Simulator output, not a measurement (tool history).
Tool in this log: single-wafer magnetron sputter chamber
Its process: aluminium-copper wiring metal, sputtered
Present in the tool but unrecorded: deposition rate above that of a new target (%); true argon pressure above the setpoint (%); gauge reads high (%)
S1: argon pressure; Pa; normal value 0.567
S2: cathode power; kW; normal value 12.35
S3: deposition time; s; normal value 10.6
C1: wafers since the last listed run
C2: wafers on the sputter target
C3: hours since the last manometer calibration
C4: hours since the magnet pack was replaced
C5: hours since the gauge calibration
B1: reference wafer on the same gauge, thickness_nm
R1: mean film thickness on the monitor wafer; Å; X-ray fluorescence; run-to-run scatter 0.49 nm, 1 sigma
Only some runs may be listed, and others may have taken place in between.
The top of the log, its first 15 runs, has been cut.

{"run": 16, "day": 45.062, "S1": 0.631, "S2": 12.35, "S3": 9.3, "C1": 1196, "C2": 10311, "C3": 1087.5, "C4": 8092.6, "C5": 1086, "B1": 238.996, "R1": 1670.34}
{"run": 17, "day": 46.688, "S1": 0.627, "S2": 12.35, "S3": 12.4, "C1": 1030, "C2": 11341, "C3": 1126.5, "C4": 8131.6, "C5": 1125, "B1": 238.934, "R1": 2245.78}
{"day": 49.188, "done": "sputter target and shields replaced"}
{"run": 18, "day": 49.208, "S1": 0.426, "S2": 12.35, "S3": 10.6, "C1": 1386, "C2": 12, "C3": 1187, "C4": 8192.1, "C5": 1185.5, "B1": 239.063, "R1": 2102.21}
{"day": 52.596, "done": "gauge calibrated"}
{"run": 19, "day": 53.362, "S1": 0.567, "S2": 11.4, "S3": 10.6, "C1": 2633, "C2": 2646, "C3": 1286.7, "C4": 8291.8, "C5": 18.4, "B1": 238.898, "R1": 1845.56}
{"run": 20, "day": 55.458, "S1": 0.666, "S2": 10.7, "S3": 10.6, "C1": 1328, "C2": 3974, "C3": 1337, "C4": 8342.1, "C5": 68.7, "B1": 239.046, "R1": 1696.76}
{"day": 57.958, "done": "capacitance manometer re-zeroed and calibrated"}
{"run": 21, "day": 65.646, "S1": 0.567, "S2": 13.5, "S3": 10.6, "C1": 6246, "C2": 10220, "C3": 184.5, "C4": 8586.6, "C5": 313.2, "B1": 239.038, "R1": 2144.96}
{"run": 22, "day": 69.667, "S1": 0.442, "S2": 14.3, "S3": 11.5, "C1": 2548, "C2": 12769, "C3": 281, "C4": 8683.1, "C5": 409.7, "B1": 238.968, "R1": 2557.55}
{"day": 70.121, "done": "sputter target and shields replaced"}
{"run": 23, "day": 73.279, "S1": 0.451, "S2": 12.35, "S3": 12.1, "C1": 2078, "C2": 2002, "C3": 367.7, "C4": 8769.8, "C5": 496.4, "B1": 239.166, "R1": 2406.24}
{"day": 74.321, "done": "magnet pack replaced"}
{"run": 24, "day": 77.471, "S1": 0.567, "S2": 12.35, "S3": 10.6, "C1": 2445, "C2": 4448, "C3": 468.3, "C4": 75.6, "C5": 597, "B1": 238.975, "R1": 2006.47}
{"run": 25, "day": 80.321, "S1": 0.567, "S2": 12.35, "S3": 10.6, "C1": 1806, "C2": 6254, "C3": 536.7, "C4": 144, "C5": 665.4, "B1": 238.982, "R1": 1997.43}
{"run": 26, "day": 83.496, "S1": 0.567, "S2": 12.35, "S3": 10.6, "C1": 2012, "C2": 8267, "C3": 612.9, "C4": 220.2, "C5": 741.6, "B1": 239.088, "R1": 1996.63}
{"run": 27, "day": 85.254, "S1": 0.756, "S2": 12.35, "S3": 9.2, "C1": 1114, "C2": 9381, "C3": 655.1, "C4": 262.4, "C5": 783.8, "B1": 239.086, "R1": 1589.44}
{"run": 28, "day": 86.975, "S1": 0.567, "S2": 12.35, "S3": 10.6, "C1": 1090, "C2": 10472, "C3": 696.4, "C4": 303.7, "C5": 825.1, "B1": 239.093, "R1": 1980.96}
{"day": 89.892, "done": "sputter target and shields replaced"}
{"run": 29, "day": 91.188, "S1": 0.668, "S2": 12.35, "S3": 10.6, "C1": 2458, "C2": 821, "C3": 797.5, "C4": 404.8, "C5": 926.2, "B1": 238.983, "R1": 1897.14}
{"run": 30, "day": 94.642, "S1": 0.772, "S2": 12.35, "S3": 8.7, "C1": 2189, "C2": 3010, "C3": 880.4, "C4": 487.7, "C5": 1009.1, "B1": 239.024, "R1": 1492.6}

What does the tool deliver on the next run?
{"run": 31, "day": 98.458, "S1": 0.567, "S2": 12.35, "S3": 10.6, "C1": 2419, "C2": 5429, "C3": 972, "C4": 579.3, "C5": 1100.7, "B1": "?", "R1": "?"}

{"run 31": {"B1": 239.022, "R1": 1976.6}}
With the hidden condition absent and the run-to-run variation left alone, this run would have shown R1 2007.07 Å.
